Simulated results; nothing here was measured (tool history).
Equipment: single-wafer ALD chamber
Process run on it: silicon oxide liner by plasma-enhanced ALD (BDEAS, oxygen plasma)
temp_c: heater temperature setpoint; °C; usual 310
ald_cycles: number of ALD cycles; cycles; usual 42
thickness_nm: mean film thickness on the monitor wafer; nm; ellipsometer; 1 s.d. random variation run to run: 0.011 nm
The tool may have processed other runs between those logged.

run	hour	temp_c	ald_cycles	wafers since the last listed run	hours since the last thermocouple change	hours since the gauge calibration	read-back reference wafer on the same gauge, thickness_nm	thickness_nm
1	0.0	310	42	0	957.1	111.2	4.455	4.478
2	21.1	310	42	139	978.2	132.3	4.455	4.483
3	39.9	310	39	124	997.0	151.1	4.453	4.170
4	87.3	310	39	313	1044.4	198.5	4.458	4.159
5	110.7	320	42	154	1067.8	221.9	4.452	4.408
6	133.8	306	44	152	1090.9	245.0	4.465	4.715
7	147.9	310	42	93	1105.0	259.1	4.464	4.486
8	204.3	310	42	373	1161.4	315.5	4.463	4.500
9	220.7	310	42	108	1177.8	331.9	4.465	4.490
10	244.1	305	42	154	1201.2	355.3	4.463	4.514
11	271.8	305	42	183	1228.9	383.0	4.470	4.528
12	286.6	310	42	98	1243.7	397.8	4.463	4.488
13	317.6	310	42	205	1274.7	428.8	4.468	4.505
14	337.7	310	42	133	1294.8	448.9	4.475	4.508
15	373.2	310	42	235	1330.3	484.4	4.475	4.489
16	406.9	310	42	223	1364.0	518.1	4.474	4.477
17	441.2	310	42	227	1398.3	552.4	4.477	4.486
18	462.4	310	42	140	1419.5	573.6	4.483	4.501
19	547.2	310	42	561	1504.3	658.4	4.491	4.513
20	564.3	316	37	113	1521.4	675.5	4.487	3.951
21	583.8	310	46	129	1540.9	695.0	4.488	4.945
22	611.3	302	42	182	1568.4	722.5	4.486	4.564
23	623.5	324	47	80	1580.6	734.7	4.497	4.937
24	641.1	310	42	116	1598.2	752.3	4.494	4.512
25	660.6	299	47	129	1617.7	771.8	4.490	5.165
26	688.3	310	42	183	1645.4	799.5	4.491	4.513
27	710.2	325	46	145	1667.3	821.4	4.492	4.833
28	733.1	320	39	151	1690.2	844.3	4.500	4.115
29	749.9	322	50	111	1707.0	861.1	4.497	5.283
30	779.4	310	42	195	1736.5	890.6	4.500	4.530
31	794.6	320	49	100	1751.7	905.8	4.501	5.181
32	808.1	303	40	89	1765.2	919.3	4.503	4.350
# hour 823.9: thermocouple changed; heater temperature recalibrated
33	841.4	310	42	167	17.5	952.6	4.505	4.526
# hour 843.2: gauge calibrated
34	855.0	310	37	90	31.1	11.8	4.449	3.954
35	887.5	322	48	215	63.6	44.3	4.455	5.020
36	900.2	324	35	84	76.3	57.0	4.458	3.663
37	914.3	322	34	93	90.4	71.1	4.459	3.559
38	938.4	310	42	159	114.5	95.2	4.455	4.488
39	1011.5	322	35	484	187.6	168.3	4.462	3.666
40	1036.7	310	42	166	212.8	193.5	4.460	4.495
41	1065.8	299	42	192	241.9	222.6	4.464	4.590

Alternative continuations, all from the tool just after run 41; predict every row:
A	1066.3	310	42	3	242.4	223.1	?	?
B	1066.3	302	48	3	242.4	223.1	?	?
C	1066.3	310	35	3	242.4	223.1	?	?
D	1066.3	315	38	3	242.4	223.1	?	?
E	1066.3	317	40	3	242.4	223.1	?	?

run	read-back reference wafer on the same gauge, thickness_nm	thickness_nm
A	4.468	4.486
B	4.468	5.194
C	4.468	3.739
D	4.468	4.026
E	4.468	4.224
Without the tool's unlogged condition, the same runs would have read:
run	thickness_nm
A	4.471
B	5.176
C	3.726
D	4.013
E	4.210
